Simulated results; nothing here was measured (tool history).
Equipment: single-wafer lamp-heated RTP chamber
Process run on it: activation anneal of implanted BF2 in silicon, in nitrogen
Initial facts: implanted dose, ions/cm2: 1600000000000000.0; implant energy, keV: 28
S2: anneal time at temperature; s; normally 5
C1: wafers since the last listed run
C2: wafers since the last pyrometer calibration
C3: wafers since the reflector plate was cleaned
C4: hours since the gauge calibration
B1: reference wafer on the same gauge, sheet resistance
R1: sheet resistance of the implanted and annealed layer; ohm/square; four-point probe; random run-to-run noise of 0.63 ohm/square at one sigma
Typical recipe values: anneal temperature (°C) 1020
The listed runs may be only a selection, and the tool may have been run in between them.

run 1 hour=0 | anneal_temperature_(°C)=1020 S2=7 | C1=0 C2=2740 C3=3599 C4=1.9 | B1=150 | R1=133.91
run 2 hour=9.5 | anneal_temperature_(°C)=1020 S2=5 | C1=201 C2=2941 C3=3801 C4=11.4 | B1=149.96 | R1=137.34
run 3 hour=19.5 | anneal_temperature_(°C)=1020 S2=5 | C1=211 C2=3153 C3=4013 C4=21.4 | B1=150.07 | R1=138.66
run 4 hour=28.9 | anneal_temperature_(°C)=1020 S2=5 | C1=199 C2=3352 C3=4212 C4=30.8 | B1=149.98 | R1=138.55
run 5 hour=43.6 | anneal_temperature_(°C)=1020 S2=5 | C1=311 C2=3664 C3=4523 C4=45.5 | B1=149.94 | R1=137.66
run 6 hour=56.6 | anneal_temperature_(°C)=1020 S2=5 | C1=275 C2=3939 C3=4799 C4=58.5 | B1=149.93 | R1=135.97
run 7 hour=67.9 | anneal_temperature_(°C)=1037 S2=5 | C1=239 C2=4179 C3=5038 C4=69.8 | B1=150.08 | R1=123.89
run 8 hour=84 | anneal_temperature_(°C)=1037 S2=5 | C1=341 C2=4520 C3=5380 C4=85.9 | B1=149.96 | R1=124.09
-- hour=106.1 pyrometer window cleaned and pyrometer calibrated
run 9 hour=106.6 | anneal_temperature_(°C)=1037 S2=5 | C1=309 C2=10 C3=5689 C4=108.5 | B1=150.07 | R1=125.74
run 10 hour=107.5 | anneal_temperature_(°C)=1020 S2=5 | C1=19 C2=29 C3=5708 C4=109.4 | B1=149.97 | R1=138.84
run 11 hour=121.3 | anneal_temperature_(°C)=1020 S2=5 | C1=292 C2=321 C3=6001 C4=123.2 | B1=149.97 | R1=138.22
run 12 hour=128.4 | anneal_temperature_(°C)=1020 S2=5 | C1=150 C2=472 C3=6151 C4=130.3 | B1=149.86 | R1=138.87
run 13 hour=145.1 | anneal_temperature_(°C)=1028 S2=7 | C1=353 C2=826 C3=6505 C4=147 | B1=150.1 | R1=127.02
run 14 hour=153.5 | anneal_temperature_(°C)=1020 S2=5 | C1=178 C2=1004 C3=6683 C4=155.4 | B1=150.11 | R1=137.84
run 15 hour=166.4 | anneal_temperature_(°C)=1020 S2=5 | C1=273 C2=1277 C3=6957 C4=168.3 | B1=149.95 | R1=137.23
run 16 hour=180.4 | anneal_temperature_(°C)=997 S2=4 | C1=296 C2=1574 C3=7253 C4=182.3 | B1=149.98 | R1=159.04
-- hour=194.2 gauge calibrated
run 17 hour=211.6 | anneal_temperature_(°C)=1049 S2=3 | C1=661 C2=2235 C3=7915 C4=17.4 | B1=150.04 | R1=123.35
-- hour=221.8 reflector plate cleaned
run 18 hour=224.5 | anneal_temperature_(°C)=1020 S2=5 | C1=103 C2=2339 C3=57 C4=30.3 | B1=150.1 | R1=140.9
run 19 hour=231.3 | anneal_temperature_(°C)=1047 S2=8 | C1=144 C2=2483 C3=201 C4=37.1 | B1=150.05 | R1=115.1
run 20 hour=243.3 | anneal_temperature_(°C)=1020 S2=6 | C1=254 C2=2737 C3=455 C4=49.1 | B1=150.07 | R1=138.91
run 21 hour=257.4 | anneal_temperature_(°C)=1010 S2=5 | C1=298 C2=3036 C3=754 C4=63.2 | B1=150.15 | R1=149.02
run 22 hour=287.5 | anneal_temperature_(°C)=1020 S2=5 | C1=637 C2=3674 C3=1392 C4=93.3 | B1=150.12 | R1=139.67
run 23 hour=300.6 | anneal_temperature_(°C)=1020 S2=5 | C1=277 C2=3952 C3=1670 C4=106.4 | B1=150.17 | R1=138.31
run 24 hour=315.8 | anneal_temperature_(°C)=996 S2=7 | C1=322 C2=4274 C3=1992 C4=121.6 | B1=149.99 | R1=153.33

What differs in the tool's unlogged condition from the final listed run ahead of each entry between runs to the first listed run following it?
After run 8, before run 9: pyrometer window cleaned and pyrometer calibrated (hour 106.1)
  true wafer temperature minus pyrometer reading, K: 3.4 -> 0.214; wafer temperature error from the tarnished reflector plate, K: 4.84 -> 5.24
  measured result minus the result with no hidden state, R1: -5.76 -> -3.87 ohm/square
After run 16, before run 17: gauge calibrated (hour 194.2)
  true wafer temperature minus pyrometer reading, K: 0.593 -> 0.978; wafer temperature error from the tarnished reflector plate, K: 6.55 -> 7.1
  measured result minus the result with no hidden state, R1: -5.83 -> -4.75 ohm/square
After run 17, before run 18: reflector plate cleaned (hour 221.8)
  true wafer temperature minus pyrometer reading, K: 0.978 -> 1.18; wafer temperature error from the tarnished reflector plate, K: 7.1 -> 0.984
  measured result minus the result with no hidden state, R1: -4.75 -> -1.72 ohm/square

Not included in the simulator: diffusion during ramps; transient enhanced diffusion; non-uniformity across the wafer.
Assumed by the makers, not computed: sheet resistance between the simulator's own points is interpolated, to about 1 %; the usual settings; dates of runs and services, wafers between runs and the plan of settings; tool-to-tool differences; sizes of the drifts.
